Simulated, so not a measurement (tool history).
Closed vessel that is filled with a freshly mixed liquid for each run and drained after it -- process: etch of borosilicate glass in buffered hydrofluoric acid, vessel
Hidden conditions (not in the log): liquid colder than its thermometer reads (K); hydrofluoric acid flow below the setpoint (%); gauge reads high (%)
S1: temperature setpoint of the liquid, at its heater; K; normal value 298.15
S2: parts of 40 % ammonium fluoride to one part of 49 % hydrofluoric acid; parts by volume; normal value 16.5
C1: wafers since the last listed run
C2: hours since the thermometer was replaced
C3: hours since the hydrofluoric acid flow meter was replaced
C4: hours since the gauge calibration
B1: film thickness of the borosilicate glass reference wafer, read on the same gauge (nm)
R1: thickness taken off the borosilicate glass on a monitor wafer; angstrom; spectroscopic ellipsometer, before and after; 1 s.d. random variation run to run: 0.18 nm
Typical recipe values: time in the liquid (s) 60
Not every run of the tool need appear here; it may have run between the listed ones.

Run 1, hour 0: usual settings; C1 0; C2 1809.5; C3 1805.3; C4 304.3; B1 119.99. Result: R1 412.5 angstrom.
Run 2, hour 32.6: usual settings; C1 4857; C2 1842.1; C3 1837.9; C4 336.9; B1 119.98. Result: R1 413.7 angstrom.
Run 3, hour 58.4: usual settings; C1 3844; C2 1867.9; C3 1863.7; C4 362.7; B1 119.99. Result: R1 415.1 angstrom.
At hour 104.7: gauge calibrated.
Run 4, hour 118.7: usual settings but time in the liquid (s) 50; C1 8985; C2 1928.2; C3 1924; C4 14; B1 120.01. Result: R1 347.1 angstrom.
Run 5, hour 146.5: usual settings; C1 4142; C2 1956; C3 1951.8; C4 41.8; B1 119.99. Result: R1 413.7 angstrom.
Run 6, hour 204.6: usual settings; C1 8657; C2 2014.1; C3 2009.9; C4 99.9; B1 119.99. Result: R1 413.8 angstrom.
Run 7, hour 232.3: usual settings; C1 4127; C2 2041.8; C3 2037.6; C4 127.6; B1 120.02. Result: R1 413 angstrom.
Run 8, hour 269: usual settings; C1 5468; C2 2078.5; C3 2074.3; C4 164.3; B1 119.98. Result: R1 415.7 angstrom.
Run 9, hour 340.4: usual settings but time in the liquid (s) 75; C1 10639; C2 2149.9; C3 2145.7; C4 235.7; B1 120.01. Result: R1 515.7 angstrom.
Run 10, hour 374.5: usual settings; C1 5081; C2 2184; C3 2179.8; C4 269.8; B1 119.98. Result: R1 411.1 angstrom.
At hour 377.7: hydrofluoric acid flow meter replaced.
Run 11, hour 443.6: usual settings but S1 302.15 K, time in the liquid (s) 30; C1 10147; C2 2253.1; C3 65.9; C4 338.9; B1 120.01. Result: R1 255.5 angstrom.
At hour 471.5: thermometer replaced.
Run 12, hour 487.5: usual settings but S1 300.15 K, S2 13.5 parts by volume, time in the liquid (s) 40; C1 6392; C2 16; C3 109.8; C4 382.8; B1 119.99. Result: R1 373.3 angstrom.
At hour 509.1: gauge calibrated.
Run 13, hour 538.2: usual settings but S1 299.65 K, S2 12.5 parts by volume, time in the liquid (s) 70; C1 7554; C2 66.7; C3 160.5; C4 29.1; B1 120.01. Result: R1 682.5 angstrom.
Run 14, hour 590.1: usual settings; C1 7733; C2 118.6; C3 212.4; C4 81; B1 120.01. Result: R1 412.5 angstrom.
Run 15, hour 629.2: usual settings but S1 296.65 K, S2 11.5 parts by volume, time in the liquid (s) 85; C1 5826; C2 157.7; C3 251.5; C4 120.1; B1 120. Result: R1 768.2 angstrom.
Run 16, hour 668.6: usual settings but S1 302.65 K, S2 11.5 parts by volume, time in the liquid (s) 30; C1 5870; C2 197.1; C3 290.9; C4 159.5; B1 119.99. Result: R1 376.5 angstrom.
Run 17, hour 693.5: usual settings but S1 293.65 K, time in the liquid (s) 80; C1 3710; C2 222; C3 315.8; C4 184.4; B1 120. Result: R1 433.5 angstrom.
Run 18, hour 752.1: usual settings but S1 300.65 K, S2 10.5 parts by volume, time in the liquid (s) 95; C1 8731; C2 280.6; C3 374.4; C4 243; B1 120.02. Result: R1 1170.5 angstrom.

For each run, what was the tool's unlogged condition?
liquid colder than its thermometer reads (K): 0 across all the runs
hydrofluoric acid flow below the setpoint (%): 0 across all the runs
gauge reads high (%): 0 across all the runs

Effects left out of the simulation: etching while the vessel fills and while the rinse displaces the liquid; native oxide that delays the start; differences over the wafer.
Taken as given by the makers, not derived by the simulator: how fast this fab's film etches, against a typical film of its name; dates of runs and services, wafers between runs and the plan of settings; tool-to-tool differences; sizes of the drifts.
